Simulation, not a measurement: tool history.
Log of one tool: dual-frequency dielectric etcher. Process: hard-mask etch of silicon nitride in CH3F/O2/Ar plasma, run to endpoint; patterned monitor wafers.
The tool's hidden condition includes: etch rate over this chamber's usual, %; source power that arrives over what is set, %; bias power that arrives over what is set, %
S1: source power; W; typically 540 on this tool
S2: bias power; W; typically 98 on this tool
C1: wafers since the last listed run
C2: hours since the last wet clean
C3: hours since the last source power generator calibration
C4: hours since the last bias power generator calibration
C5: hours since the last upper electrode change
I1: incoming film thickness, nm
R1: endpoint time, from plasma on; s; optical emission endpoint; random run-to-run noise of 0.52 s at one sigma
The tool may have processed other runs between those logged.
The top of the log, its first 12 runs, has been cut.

Run 13, hour 164.3: usual settings; C1 166; C2 503.5; C3 4117.5; C4 4933.3; C5 3355.7; I1 51.5. Result: R1 62.1 s.
Run 14, hour 172.1: usual settings; C1 77; C2 511.3; C3 4125.3; C4 4941.1; C5 3363.5; I1 51.4. Result: R1 62 s.
Run 15, hour 183.9: usual settings; C1 117; C2 523.1; C3 4137.1; C4 4952.9; C5 3375.3; I1 51.3. Result: R1 62 s.
Run 16, hour 199.2: usual settings; C1 152; C2 538.4; C3 4152.4; C4 4968.2; C5 3390.6; I1 51.3. Result: R1 62.3 s.
Run 17, hour 206.4: usual settings but S1 420 W, S2 115 W; C1 71; C2 545.6; C3 4159.6; C4 4975.4; C5 3397.8; I1 51.2. Result: R1 68.5 s.
Run 18, hour 214.5: usual settings; C1 80; C2 553.7; C3 4167.7; C4 4983.5; C5 3405.9; I1 51.1. Result: R1 62.8 s.
At hour 225.4: bias power generator calibrated.
Run 19, hour 228.8: usual settings but S1 430 W, S2 118 W; C1 102; C2 568; C3 4182; C4 3.4; C5 3420.2; I1 51. Result: R1 67.3 s.
Run 20, hour 246.6: usual settings; C1 176; C2 585.8; C3 4199.8; C4 21.2; C5 3438; I1 51.2. Result: R1 61.9 s.
At hour 276.4: wet clean of the chamber.
Run 21, hour 276.9: usual settings but S1 410 W, S2 92 W; C1 62; C2 0.5; C3 4230.1; C4 51.5; C5 3468.3; I1 51.4. Result: R1 71.5 s.
Run 22, hour 277.2: usual settings but S1 490 W; C1 2; C2 0.8; C3 4230.4; C4 51.8; C5 3468.6; I1 51.1. Result: R1 62.2 s.
Run 23, hour 279.5: usual settings; C1 22; C2 3.1; C3 4232.7; C4 54.1; C5 3470.9; I1 51.6. Result: R1 59.7 s.
Run 24, hour 292: usual settings but S1 460 W, S2 110 W; C1 124; C2 15.6; C3 4245.2; C4 66.6; C5 3483.4; I1 51.1. Result: R1 62.1 s.
At hour 305.1: source power generator calibrated.
At hour 326.2: upper electrode replaced.
Run 25, hour 326.7: usual settings; C1 96; C2 50.3; C3 21.6; C4 101.3; C5 0.5; I1 51.4. Result: R1 59.8 s.
Run 26, hour 327: usual settings but S2 86 W; C1 2; C2 50.6; C3 21.9; C4 101.6; C5 0.8; I1 51.4. Result: R1 60.8 s.
Run 27, hour 327.3: usual settings; C1 2; C2 50.9; C3 22.2; C4 101.9; C5 1.1; I1 51.3. Result: R1 59.5 s.
Run 28, hour 336.6: usual settings but S1 480 W, S2 75 W; C1 92; C2 60.2; C3 31.5; C4 111.2; C5 10.4; I1 51.4. Result: R1 68.9 s.
Run 29, hour 350: usual settings; C1 133; C2 73.6; C3 44.9; C4 124.6; C5 23.8; I1 51.3. Result: R1 59.6 s.
Run 30, hour 356.8: usual settings but S1 460 W, S2 87 W; C1 67; C2 80.4; C3 51.7; C4 131.4; C5 30.6; I1 51.2. Result: R1 67.7 s.
Run 31, hour 372.2: usual settings but S2 85 W; C1 153; C2 95.8; C3 67.1; C4 146.8; C5 46; I1 50.7. Result: R1 61.2 s.
Run 32, hour 384.9: usual settings but S1 640 W, S2 106 W; C1 126; C2 108.5; C3 79.8; C4 159.5; C5 58.7; I1 51.6. Result: R1 53.8 s.
Run 33, hour 393.2: usual settings but S1 450 W, S2 122 W; C1 82; C2 116.8; C3 88.1; C4 167.8; C5 67; I1 51.5. Result: R1 63.3 s.
Run 34, hour 406.5: usual settings but S1 440 W, S2 82 W; C1 132; C2 130.1; C3 101.4; C4 181.1; C5 80.3; I1 51.5. Result: R1 71.6 s.
Run 35, hour 414.8: usual settings but S2 86 W; C1 82; C2 138.4; C3 109.7; C4 189.4; C5 88.6; I1 51.5. Result: R1 61.6 s.

Here are 4 independent what-if runs from the current tool condition. What would each one return?
Run A, hour 415.2: usual settings but S2 92 W; C1 3; C2 138.8; C3 110.1; C4 189.8; C5 89; I1 51.6. Result: R1 ?.
Run B, hour 415.2: usual settings but S1 420 W, S2 105 W; C1 3; C2 138.8; C3 110.1; C4 189.8; C5 89; I1 51.6. Result: R1 ?.
Run C, hour 415.2: usual settings but S1 620 W, S2 113 W; C1 3; C2 138.8; C3 110.1; C4 189.8; C5 89; I1 51.6. Result: R1 ?.
Run D, hour 415.2: usual settings but S1 660 W, S2 119 W; C1 3; C2 138.8; C3 110.1; C4 189.8; C5 89; I1 51.6. Result: R1 ?.

run    R1
  A  61.2
  B  68.8
  C  53.4
  D  50.9
Without the tool's hidden state the same runs would have given:
run    R1
  A  60.4
  B  67.8
  C  52.7
  D  50.2

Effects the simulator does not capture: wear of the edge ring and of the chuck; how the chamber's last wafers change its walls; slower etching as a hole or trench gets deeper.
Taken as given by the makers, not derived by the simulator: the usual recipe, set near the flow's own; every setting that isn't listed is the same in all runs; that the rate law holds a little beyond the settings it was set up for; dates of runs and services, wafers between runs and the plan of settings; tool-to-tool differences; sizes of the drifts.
